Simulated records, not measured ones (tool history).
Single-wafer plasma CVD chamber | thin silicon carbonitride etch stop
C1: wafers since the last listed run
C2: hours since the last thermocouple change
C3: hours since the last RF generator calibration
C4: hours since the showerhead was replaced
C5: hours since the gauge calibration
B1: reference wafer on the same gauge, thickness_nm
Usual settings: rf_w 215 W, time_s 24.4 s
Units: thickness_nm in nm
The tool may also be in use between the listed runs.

Run 1, hour 0: usual settings but time_s 25.4 s; C1 0; C2 1292.1; C3 48.9; C4 1881.4; C5 857.2; B1 15.906. Result: thickness_nm 14.112 nm.
Run 2, hour 81.6: usual settings but time_s 21.2 s; C1 2579; C2 1373.7; C3 130.5; C4 1963; C5 938.8; B1 15.899. Result: thickness_nm 11.759 nm.
Run 3, hour 157.6: usual settings but time_s 21.2 s; C1 2402; C2 1449.7; C3 206.5; C4 2039; C5 1014.8; B1 15.896. Result: thickness_nm 11.763 nm.
Run 4, hour 217.8: usual settings; C1 1903; C2 1509.9; C3 266.7; C4 2099.2; C5 1075; B1 15.896. Result: thickness_nm 13.555 nm.
Run 5, hour 282.8: usual settings; C1 2054; C2 1574.9; C3 331.7; C4 2164.2; C5 1140; B1 15.9. Result: thickness_nm 13.624 nm.
Run 6, hour 371.7: usual settings; C1 2810; C2 1663.8; C3 420.6; C4 2253.1; C5 1228.9; B1 15.903. Result: thickness_nm 13.579 nm.
Run 7, hour 441.9: usual settings; C1 2219; C2 1734; C3 490.8; C4 2323.3; C5 1299.1; B1 15.906. Result: thickness_nm 13.608 nm.
Run 8, hour 514.8: usual settings; C1 2304; C2 1806.9; C3 563.7; C4 2396.2; C5 1372; B1 15.894. Result: thickness_nm 13.527 nm.
Run 9, hour 609.6: usual settings but rf_w 190 W, time_s 26.6 s; C1 2996; C2 1901.7; C3 658.5; C4 2491; C5 1466.8; B1 15.898. Result: thickness_nm 14.087 nm.
Run 10, hour 667.4: usual settings but rf_w 190 W, time_s 26.6 s; C1 1827; C2 1959.5; C3 716.3; C4 2548.8; C5 1524.6; B1 15.896. Result: thickness_nm 14.03 nm.
Run 11, hour 741.6: usual settings; C1 2345; C2 2033.7; C3 790.5; C4 2623; C5 1598.8; B1 15.903. Result: thickness_nm 13.544 nm.
At hour 766.4: gauge calibrated.
At hour 778.2: thermocouple changed; heater temperature recalibrated.
Run 12, hour 799.2: usual settings but time_s 25.6 s; C1 1567; C2 21; C3 848.1; C4 2680.6; C5 32.8; B1 15.895. Result: thickness_nm 14.233 nm.
Run 13, hour 858.7: usual settings but time_s 25.6 s; C1 1880; C2 80.5; C3 907.6; C4 2740.1; C5 92.3; B1 15.899. Result: thickness_nm 14.288 nm.
Run 14, hour 941.5: usual settings but time_s 25.6 s; C1 2617; C2 163.3; C3 990.4; C4 2822.9; C5 175.1; B1 15.903. Result: thickness_nm 14.228 nm.
Run 15, hour 1047.2: usual settings but time_s 22.5 s; C1 3341; C2 269; C3 1096.1; C4 2928.6; C5 280.8; B1 15.901. Result: thickness_nm 12.516 nm.
At hour 1078.1: showerhead replaced.
At hour 1128.6: RF generator calibrated.
Run 16, hour 1141.7: usual settings but time_s 21.2 s; C1 2481; C2 363.5; C3 13.1; C4 63.6; C5 375.3; B1 15.895. Result: thickness_nm 11.728 nm.
Run 17, hour 1184.3: usual settings but rf_w 235 W, time_s 27 s; C1 1346; C2 406.1; C3 55.7; C4 106.2; C5 417.9; B1 15.909. Result: thickness_nm 15.543 nm.
Run 18, hour 1259: usual settings but rf_w 185 W; C1 2361; C2 480.8; C3 130.4; C4 180.9; C5 492.6; B1 15.905. Result: thickness_nm 12.691 nm.
Run 19, hour 1311.6: usual settings but rf_w 240 W, time_s 21.4 s; C1 1662; C2 533.4; C3 183; C4 233.5; C5 545.2; B1 15.894. Result: thickness_nm 12.461 nm.
Run 20, hour 1357.3: usual settings; C1 1444; C2 579.1; C3 228.7; C4 279.2; C5 590.9; B1 15.892. Result: thickness_nm 13.605 nm.
Run 21, hour 1424.8: usual settings but rf_w 235 W, time_s 29.1 s; C1 2133; C2 646.6; C3 296.2; C4 346.7; C5 658.4; B1 15.901. Result: thickness_nm 16.747 nm.
Run 22, hour 1514.4: usual settings but rf_w 175 W, time_s 21.6 s; C1 2832; C2 736.2; C3 385.8; C4 436.3; C5 748; B1 15.894. Result: thickness_nm 11.049 nm.
Run 23, hour 1804: usual settings; C1 9154; C2 1025.8; C3 675.4; C4 725.9; C5 1037.6; B1 15.903. Result: thickness_nm 13.595 nm.
Run 24, hour 1906.9: usual settings; C1 3252; C2 1128.7; C3 778.3; C4 828.8; C5 1140.5; B1 15.907. Result: thickness_nm 13.572 nm.
Run 25, hour 1944.7: usual settings but rf_w 230 W, time_s 28.6 s; C1 1194; C2 1166.5; C3 816.1; C4 866.6; C5 1178.3; B1 15.888. Result: thickness_nm 16.236 nm.
Run 26, hour 1983.9: usual settings but rf_w 185 W, time_s 28.6 s; C1 1239; C2 1205.7; C3 855.3; C4 905.8; C5 1217.5; B1 15.893. Result: thickness_nm 15.008 nm.
Run 27, hour 2069.1: usual settings but rf_w 230 W, time_s 29.2 s; C1 2693; C2 1290.9; C3 940.5; C4 991; C5 1302.7; B1 15.901. Result: thickness_nm 16.711 nm.
At hour 2081.6: gauge calibrated.
Run 28, hour 2155.6: usual settings but rf_w 200 W, time_s 22.5 s; C1 2734; C2 1377.4; C3 1027; C4 1077.5; C5 74; B1 15.893. Result: thickness_nm 12.107 nm.

Forecast each of these 3 alternatives for the next run:
Run A, hour 2156: usual settings but time_s 27.9 s; C1 12; C2 1377.8; C3 1027.4; C4 1077.9; C5 74.4; B1 ?. Result: thickness_nm ?.
Run B, hour 2156: usual settings but time_s 26.5 s; C1 12; C2 1377.8; C3 1027.4; C4 1077.9; C5 74.4; B1 ?. Result: thickness_nm ?.
Run C, hour 2156: usual settings but rf_w 230 W; C1 12; C2 1377.8; C3 1027.4; C4 1077.9; C5 74.4; B1 ?. Result: thickness_nm ?.

run      B1  thickness_nm
  A  15.904        15.457
  B  15.904        14.681
  C  15.904        13.893
Without the tool's hidden state the same runs would have given:
run  thickness_nm
  A        15.457
  B        14.681
  C        13.893

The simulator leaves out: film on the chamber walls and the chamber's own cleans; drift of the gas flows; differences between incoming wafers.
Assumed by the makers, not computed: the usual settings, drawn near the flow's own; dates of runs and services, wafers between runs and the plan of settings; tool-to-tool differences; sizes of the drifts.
